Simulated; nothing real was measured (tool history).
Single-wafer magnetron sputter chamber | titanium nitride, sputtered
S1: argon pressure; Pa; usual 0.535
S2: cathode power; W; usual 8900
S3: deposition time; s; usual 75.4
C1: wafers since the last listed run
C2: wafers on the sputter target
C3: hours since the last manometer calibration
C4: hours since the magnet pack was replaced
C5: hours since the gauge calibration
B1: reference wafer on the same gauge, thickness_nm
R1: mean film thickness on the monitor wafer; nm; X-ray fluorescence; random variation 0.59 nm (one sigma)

run 1 day=0.000 | S1=0.535 S2=9450 S3=75.4 | C1=0 C2=3090 C3=1191.4 C4=9352.3 C5=74.6 | B1=126.958 | R1=122.887
run 2 day=0.567 | S1=0.535 S2=9450 S3=75.4 | C1=331 C2=3422 C3=1205.0 C4=9365.9 C5=88.2 | B1=127.049 | R1=123.737
run 3 day=1.296 | S1=0.535 S2=8900 S3=75.4 | C1=427 C2=3849 C3=1222.5 C4=9383.4 C5=105.7 | B1=126.834 | R1=115.833
run 4 day=1.554 | S1=0.535 S2=8900 S3=75.4 | C1=151 C2=4001 C3=1228.7 C4=9389.6 C5=111.9 | B1=127.021 | R1=114.939
run 5 day=1.867 | S1=0.535 S2=8900 S3=75.4 | C1=183 C2=4184 C3=1236.2 C4=9397.1 C5=119.4 | B1=127.006 | R1=114.815
run 6 day=2.308 | S1=0.535 S2=8900 S3=75.4 | C1=258 C2=4442 C3=1246.8 C4=9407.7 C5=130.0 | B1=126.962 | R1=113.629
run 7 day=2.754 | S1=0.535 S2=8900 S3=75.4 | C1=261 C2=4704 C3=1257.5 C4=9418.4 C5=140.7 | B1=126.977 | R1=113.708
run 8 day=3.312 | S1=0.535 S2=8900 S3=75.4 | C1=327 C2=5031 C3=1270.9 C4=9431.8 C5=154.1 | B1=127.026 | R1=113.203
run 9 day=3.750 | S1=0.535 S2=8900 S3=75.4 | C1=256 C2=5287 C3=1281.4 C4=9442.3 C5=164.6 | B1=126.904 | R1=113.056
run 10 day=4.121 | S1=0.535 S2=8900 S3=71.1 | C1=217 C2=5504 C3=1290.3 C4=9451.2 C5=173.5 | B1=126.931 | R1=107.627
run 11 day=4.467 | S1=0.535 S2=8900 S3=71.1 | C1=202 C2=5707 C3=1298.6 C4=9459.5 C5=181.8 | B1=127.062 | R1=107.817
-- day=5.021 magnet pack replaced
run 12 day=5.042 | S1=0.599 S2=8900 S3=75.4 | C1=141 C2=5848 C3=1312.4 C4=0.5 C5=195.6 | B1=127.114 | R1=111.059
run 13 day=5.071 | S1=0.599 S2=8900 S3=75.4 | C1=17 C2=5866 C3=1313.1 C4=1.2 C5=196.3 | B1=127.031 | R1=109.867
run 14 day=5.542 | S1=0.535 S2=9700 S3=75.4 | C1=275 C2=6141 C3=1324.4 C4=12.5 C5=207.6 | B1=127.096 | R1=123.098
-- day=6.304 capacitance manometer re-zeroed and calibrated
run 15 day=6.325 | S1=0.535 S2=9700 S3=75.4 | C1=263 C2=6405 C3=0.5 C4=31.3 C5=226.4 | B1=126.927 | R1=121.927
run 16 day=6.404 | S1=0.535 S2=9600 S3=75.4 | C1=46 C2=6451 C3=2.4 C4=33.2 C5=228.3 | B1=127.041 | R1=120.684
run 17 day=6.904 | S1=0.472 S2=8100 S3=69.6 | C1=292 C2=6744 C3=14.4 C4=45.2 C5=240.3 | B1=127.063 | R1=95.888
run 18 day=7.512 | S1=0.535 S2=10300 S3=75.4 | C1=356 C2=7101 C3=29.0 C4=59.8 C5=254.9 | B1=126.974 | R1=129.183
run 19 day=7.875 | S1=0.535 S2=8900 S3=69.3 | C1=212 C2=7313 C3=37.7 C4=68.5 C5=263.6 | B1=127.016 | R1=101.500
run 20 day=8.200 | S1=0.699 S2=8900 S3=75.4 | C1=190 C2=7503 C3=45.5 C4=76.3 C5=271.4 | B1=126.873 | R1=105.448
run 21 day=8.575 | S1=0.535 S2=9850 S3=75.4 | C1=219 C2=7723 C3=54.5 C4=85.3 C5=280.4 | B1=126.910 | R1=121.116
run 22 day=8.875 | S1=0.535 S2=8900 S3=75.4 | C1=175 C2=7899 C3=61.7 C4=92.5 C5=287.6 | B1=126.920 | R1=109.241
-- day=10.283 sputter target and shields replaced
run 23 day=10.979 | S1=0.535 S2=10050 S3=75.4 | C1=1037 C2=407 C3=112.2 C4=143.0 C5=338.1 | B1=127.004 | R1=114.756
run 24 day=11.312 | S1=0.535 S2=10150 S3=64.8 | C1=195 C2=602 C3=120.2 C4=151.0 C5=346.1 | B1=126.987 | R1=100.174
-- day=11.588 gauge calibrated
run 25 day=11.892 | S1=0.737 S2=10100 S3=87.4 | C1=339 C2=942 C3=134.1 C4=164.9 C5=7.3 | B1=127.061 | R1=126.422
-- day=12.650 sputter target and shields replaced, repeated, since the last time left the tool worse
run 26 day=12.671 | S1=0.535 S2=8900 S3=75.4 | C1=261 C2=12 C3=152.8 C4=183.6 C5=26.0 | B1=127.046 | R1=117.358
run 27 day=12.992 | S1=0.652 S2=8900 S3=75.4 | C1=187 C2=200 C3=160.5 C4=191.3 C5=33.7 | B1=126.851 | R1=111.525
run 28 day=13.442 | S1=0.471 S2=7650 S3=82.7 | C1=263 C2=464 C3=171.3 C4=202.1 C5=44.5 | B1=126.993 | R1=113.121
run 29 day=13.838 | S1=0.689 S2=8900 S3=75.4 | C1=231 C2=696 C3=180.8 C4=211.6 C5=54.0 | B1=127.052 | R1=110.771
run 30 day=14.567 | S1=0.402 S2=10900 S3=82.3 | C1=427 C2=1123 C3=198.3 C4=229.1 C5=71.5 | B1=127.143 | R1=162.982
run 31 day=15.167 | S1=0.535 S2=8900 S3=75.4 | C1=351 C2=1474 C3=212.7 C4=243.5 C5=85.9 | B1=126.996 | R1=117.361

The tool's hidden state at each run:
true argon pressure above the setpoint (%): 0 in every run
gauge reads high (%): 0 in every run
H1: deposition rate above that of a new target (%)
run=1 H1=-0.898
run=2 H1=-1.08
run=3 H1=-1.35
run=4 H1=-1.45
run=5 H1=-1.58
run=6 H1=-1.77
run=7 H1=-1.98
run=8 H1=-2.25
run=9 H1=-2.48
run=10 H1=-2.68
run=11 H1=-2.88
run=12 H1=-3.22
run=13 H1=-3.24
run=14 H1=-3.53
run=15 H1=-4.05
run=16 H1=-4.1
run=17 H1=-4.46
run=18 H1=-4.9
run=19 H1=-5.18
run=20 H1=-5.44
run=21 H1=-5.74
run=22 H1=-5.99
run=23 H1=-12.2
run=24 H1=-12.2
run=25 H1=-12.3
run=26 H1=-0.0451
run=27 H1=-0.0485
run=28 H1=-0.0636
run=29 H1=-0.0868
run=30 H1=-0.154
run=31 H1=-0.232

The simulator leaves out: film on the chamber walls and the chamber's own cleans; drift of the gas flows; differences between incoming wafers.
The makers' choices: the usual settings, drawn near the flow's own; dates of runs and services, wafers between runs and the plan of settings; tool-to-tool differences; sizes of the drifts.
